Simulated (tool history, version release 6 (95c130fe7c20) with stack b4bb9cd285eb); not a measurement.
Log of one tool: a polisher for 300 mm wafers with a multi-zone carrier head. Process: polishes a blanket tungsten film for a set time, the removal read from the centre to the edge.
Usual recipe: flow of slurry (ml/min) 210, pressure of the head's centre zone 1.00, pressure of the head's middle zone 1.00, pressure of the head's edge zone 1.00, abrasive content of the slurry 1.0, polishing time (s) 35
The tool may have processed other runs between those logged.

run,hour,flow of slurry (ml/min),pressure of the head's centre zone,pressure of the head's middle zone,pressure of the head's edge zone,abrasive content of the slurry,polishing time (s),wafers since the last listed run,wafers polished on this pad,hours since the slurry nozzle was cleaned,hours since the centre zone pressure was calibrated,hours since the edge zone pressure was calibrated,hours since the carrier head's membrane was replaced,"incoming thickness of the incoming film, nm",film removed at the wafer's centre (nm),film removed at mid-radius (nm),film removed at the wafer's edge (nm)
1,0.0,210,1.00,1.00,1.00,1.0,42,0,890,622.6,621.8,348.2,972.3,1357.6,246.0,260.4,248.9
# hour 31.8: carrier head's membrane replaced by a new one
# hour 49.0: slurry nozzle cleaned
2,51.1,210,1.00,1.00,1.00,1.0,42,575,1465,2.1,672.9,399.3,19.3,1353.2,248.6,260.3,246.9
3,78.3,210,1.00,1.00,1.00,1.0,25,347,1812,29.3,700.1,426.5,46.5,1362.6,146.0,153.5,150.3
4,130.5,150,1.00,1.00,1.00,0.9,44,666,2478,81.5,752.3,478.7,98.7,1364.3,234.6,250.3,247.6
5,188.1,210,1.00,1.00,1.00,1.0,35,735,3213,139.1,809.9,536.3,156.3,1355.3,206.7,219.5,212.3
6,221.6,210,1.00,1.00,1.00,1.0,38,427,3641,172.6,843.4,569.8,189.8,1363.2,218.7,235.3,224.3
7,252.3,210,1.00,1.00,0.96,1.0,35,391,4033,203.3,874.1,600.5,220.5,1360.8,206.5,213.0,204.4
# hour 322.9: centre zone pressure recalibrated
8,323.4,210,1.00,1.00,1.00,1.0,35,881,4914,274.4,0.5,671.6,291.6,1347.2,212.6,214.2,208.3
9,353.8,210,1.00,1.00,1.00,1.0,35,387,5302,304.8,30.9,702.0,322.0,1368.5,211.2,215.4,209.2
# hour 379.4: worn pad replaced by a new one
10,416.9,210,1.04,1.00,1.00,1.0,35,754,478,367.9,94.0,765.1,385.1,1341.7,220.6,212.7,208.0
11,546.6,210,1.00,1.00,1.00,1.0,35,1655,2133,497.6,223.7,894.8,514.8,1356.9,215.1,213.3,210.6
# hour 580.1: slurry nozzle cleaned
12,747.5,270,1.00,0.88,1.00,1.0,35,2550,4684,167.4,424.6,1095.7,715.7,1353.3,218.3,198.2,214.0
13,787.5,210,1.00,1.00,1.00,1.0,24,510,5194,207.4,464.6,1135.7,755.7,1385.1,142.7,149.5,143.2
# hour 840.9: edge zone pressure recalibrated
14,845.7,210,1.10,1.00,1.00,1.0,35,717,5911,265.6,522.8,4.8,813.9,1342.9,225.7,212.4,209.9
# hour 858.2: worn pad replaced by a new one
15,907.9,210,1.00,1.00,0.94,1.0,35,742,633,327.8,585.0,67.0,876.1,1365.8,206.5,214.2,202.0
16,945.4,210,1.00,1.00,1.00,1.0,42,478,1112,365.3,622.5,104.5,913.6,1362.8,250.6,257.9,245.8

Run 17 has not been measured yet. What should we expect?
17,985.7,210,1.00,1.00,1.10,1.1,35,514,1626,405.6,662.8,144.8,953.9,1363.4,?,?,?

film removed at the wafer's centre (nm): 208.6
film removed at mid-radius (nm): 219.5
film removed at the wafer's edge (nm): 222.7
If the tool had no hidden condition, the same run with the same run-to-run variation would have returned film removed at the wafer's centre (nm) 218.4, film removed at mid-radius (nm) 219.4, film removed at the wafer's edge (nm) 222.7.

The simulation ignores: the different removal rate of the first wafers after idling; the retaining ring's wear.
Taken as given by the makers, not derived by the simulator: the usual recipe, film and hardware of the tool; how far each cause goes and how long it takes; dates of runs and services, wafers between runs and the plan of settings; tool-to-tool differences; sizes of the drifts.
